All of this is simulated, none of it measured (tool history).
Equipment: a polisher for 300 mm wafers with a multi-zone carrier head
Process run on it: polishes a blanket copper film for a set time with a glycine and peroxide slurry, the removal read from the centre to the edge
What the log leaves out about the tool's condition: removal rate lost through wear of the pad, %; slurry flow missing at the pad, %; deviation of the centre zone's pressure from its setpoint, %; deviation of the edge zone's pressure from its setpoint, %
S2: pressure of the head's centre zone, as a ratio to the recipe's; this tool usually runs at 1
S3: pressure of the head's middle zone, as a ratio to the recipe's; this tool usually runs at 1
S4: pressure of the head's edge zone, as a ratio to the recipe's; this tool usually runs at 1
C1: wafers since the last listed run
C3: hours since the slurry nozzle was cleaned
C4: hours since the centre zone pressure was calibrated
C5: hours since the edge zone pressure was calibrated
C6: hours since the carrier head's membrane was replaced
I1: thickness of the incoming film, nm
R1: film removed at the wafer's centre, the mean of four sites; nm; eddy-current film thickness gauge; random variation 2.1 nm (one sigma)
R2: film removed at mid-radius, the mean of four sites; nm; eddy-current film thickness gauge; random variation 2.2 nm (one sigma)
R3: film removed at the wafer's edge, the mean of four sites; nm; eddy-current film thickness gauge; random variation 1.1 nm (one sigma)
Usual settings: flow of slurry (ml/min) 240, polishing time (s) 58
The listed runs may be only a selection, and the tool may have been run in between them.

run 1 day=0 | flow_of_slurry_(ml/min)=315 S2=1.11 S3=1 S4=0.93 polishing_time_(s)=53 | C1=0 wafers_polished_on_this_pad=1148 C3=432.8 C4=192.2 C5=286.6 C6=134.8 | I1=2158.5 | R1=172.7 R2=158.8 R3=151.6
run 2 day=1.446 | flow_of_slurry_(ml/min)=240 S2=1 S3=1 S4=0.88 polishing_time_(s)=58 | C1=342 wafers_polished_on_this_pad=1491 C3=467.5 C4=226.9 C5=321.3 C6=169.5 | I1=2108.6 | R1=163.4 R2=169.1 R3=156.1
run 3 day=7.138 | flow_of_slurry_(ml/min)=315 S2=0.97 S3=1.04 S4=1 polishing_time_(s)=58 | C1=1349 wafers_polished_on_this_pad=2840 C3=604.1 C4=363.5 C5=457.9 C6=306.1 | I1=2159 | R1=160.3 R2=170 R3=164
-- day=7.742 slurry nozzle cleaned
run 4 day=8.567 | flow_of_slurry_(ml/min)=240 S2=1 S3=1 S4=1 polishing_time_(s)=58 | C1=328 wafers_polished_on_this_pad=3169 C3=19.8 C4=397.8 C5=492.2 C6=340.4 | I1=2134.1 | R1=158.3 R2=158.9 R3=160.8
run 5 day=11.046 | flow_of_slurry_(ml/min)=240 S2=1 S3=1 S4=1 polishing_time_(s)=58 | C1=587 wafers_polished_on_this_pad=3757 C3=79.3 C4=457.3 C5=551.7 C6=399.9 | I1=2125.4 | R1=153.8 R2=161.3 R3=157.4
run 6 day=12.458 | flow_of_slurry_(ml/min)=240 S2=1 S3=1 S4=1 polishing_time_(s)=42 | C1=334 wafers_polished_on_this_pad=4092 C3=113.2 C4=491.2 C5=585.6 C6=433.8 | I1=2182.7 | R1=114.4 R2=114.2 R3=115
run 7 day=13.829 | flow_of_slurry_(ml/min)=295 S2=0.9 S3=1.03 S4=1 polishing_time_(s)=73 | C1=324 wafers_polished_on_this_pad=4417 C3=146.1 C4=524.1 C5=618.5 C6=466.7 | I1=2163.9 | R1=183.7 R2=211.7 R3=202
run 8 day=14.946 | flow_of_slurry_(ml/min)=240 S2=1.11 S3=0.89 S4=1.06 polishing_time_(s)=69 | C1=264 wafers_polished_on_this_pad=4681 C3=172.9 C4=550.9 C5=645.3 C6=493.5 | I1=2169.1 | R1=205.6 R2=172.8 R3=191.1
-- day=15.883 worn pad replaced by a new one
-- day=16.671 centre zone pressure recalibrated
run 9 day=17.8 | flow_of_slurry_(ml/min)=240 S2=1 S3=1 S4=1 polishing_time_(s)=58 | C1=617 wafers_polished_on_this_pad=434 C3=241.4 C4=27.1 C5=713.8 C6=562 | I1=2110.6 | R1=172.6 R2=175.6 R3=173.1
-- day=17.967 edge zone pressure recalibrated
run 10 day=19.467 | flow_of_slurry_(ml/min)=240 S2=0.93 S3=0.93 S4=1 polishing_time_(s)=40 | C1=375 wafers_polished_on_this_pad=809 C3=281.4 C4=67.1 C5=36 C6=602 | I1=2172.7 | R1=106.4 R2=108 R3=117.1
run 11 day=21.262 | flow_of_slurry_(ml/min)=240 S2=1.11 S3=1 S4=0.95 polishing_time_(s)=68 | C1=425 wafers_polished_on_this_pad=1235 C3=324.5 C4=110.2 C5=79.1 C6=645.1 | I1=2171.5 | R1=216.1 R2=196.1 R3=188.5
-- day=22.658 carrier head's membrane replaced by a new one
run 12 day=24.192 | flow_of_slurry_(ml/min)=240 S2=1 S3=1 S4=1 polishing_time_(s)=58 | C1=645 wafers_polished_on_this_pad=1880 C3=394.8 C4=180.5 C5=149.4 C6=36.8 | I1=2118.6 | R1=161.6 R2=161.9 R3=161.4
run 13 day=26.733 | flow_of_slurry_(ml/min)=240 S2=1 S3=1 S4=1 polishing_time_(s)=58 | C1=602 wafers_polished_on_this_pad=2482 C3=455.8 C4=241.5 C5=210.4 C6=97.8 | I1=2174.4 | R1=155.2 R2=162.2 R3=160.3
run 14 day=27.758 | flow_of_slurry_(ml/min)=240 S2=0.89 S3=1 S4=1.05 polishing_time_(s)=52 | C1=243 wafers_polished_on_this_pad=2725 C3=480.4 C4=266.1 C5=235 C6=122.4 | I1=2121 | R1=124.4 R2=142.1 R3=146
run 15 day=29.375 | flow_of_slurry_(ml/min)=240 S2=1 S3=1 S4=1 polishing_time_(s)=58 | C1=383 wafers_polished_on_this_pad=3109 C3=519.2 C4=304.9 C5=273.8 C6=161.2 | I1=2153.4 | R1=161.1 R2=160.5 R3=157.9
-- day=30.158 slurry nozzle cleaned
run 16 day=31.567 | flow_of_slurry_(ml/min)=190 S2=1 S3=1.12 S4=1 polishing_time_(s)=76 | C1=509 wafers_polished_on_this_pad=3618 C3=33.8 C4=357.5 C5=326.4 C6=213.8 | I1=2161.9 | R1=198.3 R2=218.6 R3=200.6
run 17 day=32.796 | flow_of_slurry_(ml/min)=240 S2=1 S3=1 S4=1 polishing_time_(s)=58 | C1=291 wafers_polished_on_this_pad=3910 C3=63.3 C4=387 C5=355.9 C6=243.3 | I1=2123.8 | R1=158.6 R2=159.5 R3=156.8
-- day=35.658 worn pad replaced by a new one
run 18 day=39.608 | flow_of_slurry_(ml/min)=240 S2=1 S3=1 S4=1 polishing_time_(s)=58 | C1=1575 wafers_polished_on_this_pad=936 C3=226.8 C4=550.5 C5=519.4 C6=406.8 | I1=2101.9 | R1=171.9 R2=167.4 R3=167.4
run 19 day=41.288 | flow_of_slurry_(ml/min)=240 S2=1 S3=1 S4=1 polishing_time_(s)=58 | C1=398 wafers_polished_on_this_pad=1334 C3=267.1 C4=590.8 C5=559.7 C6=447.1 | I1=2141.1 | R1=166.3 R2=172.2 R3=165.6
-- day=42.029 centre zone pressure recalibrated
run 20 day=42.408 | flow_of_slurry_(ml/min)=175 S2=0.95 S3=1 S4=1.08 polishing_time_(s)=49 | C1=245 wafers_polished_on_this_pad=1580 C3=294 C4=9.1 C5=586.6 C6=474 | I1=2105.6 | R1=126.2 R2=132.7 R3=139
run 21 day=45.192 | flow_of_slurry_(ml/min)=240 S2=1.08 S3=1 S4=1 polishing_time_(s)=58 | C1=659 wafers_polished_on_this_pad=2240 C3=360.8 C4=75.9 C5=653.4 C6=540.8 | I1=2140.7 | R1=173.9 R2=165.4 R3=162.3
run 22 day=47.858 | flow_of_slurry_(ml/min)=190 S2=1.04 S3=1.08 S4=0.92 polishing_time_(s)=58 | C1=632 wafers_polished_on_this_pad=2872 C3=424.8 C4=139.9 C5=717.4 C6=604.8 | I1=2155 | R1=163.2 R2=167.3 R3=151
-- day=49.092 edge zone pressure recalibrated
run 23 day=50.383 | flow_of_slurry_(ml/min)=260 S2=1 S3=0.88 S4=1 polishing_time_(s)=50 | C1=578 wafers_polished_on_this_pad=3451 C3=485.4 C4=200.5 C5=31 C6=665.4 | I1=2136.3 | R1=137.5 R2=125.4 R3=138.9

Here are 3 independent what-if runs from the current tool condition. What would each one return?
run A day=50.4 | flow_of_slurry_(ml/min)=240 S2=1 S3=1.08 S4=1 polishing_time_(s)=58 | C1=3 wafers_polished_on_this_pad=3455 C3=485.8 C4=200.9 C5=31.4 C6=665.8 | I1=2178.6 | R1=? R2=? R3=?
run B day=50.4 | flow_of_slurry_(ml/min)=180 S2=1.08 S3=1 S4=1 polishing_time_(s)=58 | C1=3 wafers_polished_on_this_pad=3455 C3=485.8 C4=200.9 C5=31.4 C6=665.8 | I1=2178.6 | R1=? R2=? R3=?
run C day=50.4 | flow_of_slurry_(ml/min)=195 S2=1 S3=1.09 S4=1 polishing_time_(s)=58 | C1=3 wafers_polished_on_this_pad=3455 C3=485.8 C4=200.9 C5=31.4 C6=665.8 | I1=2178.6 | R1=? R2=? R3=?

run=A R1=160.9 R2=172.8 R3=159.8
run=B R1=165.2 R2=154.6 R3=154.6
run=C R1=155.4 R2=168.8 R3=156.1
With no hidden state in the tool, these same runs would have given:
run=A R1=181.1 R2=194.5 R3=179.8
run=B R1=185.9 R2=174 R3=174
run=C R1=174.9 R2=190 R3=175.6
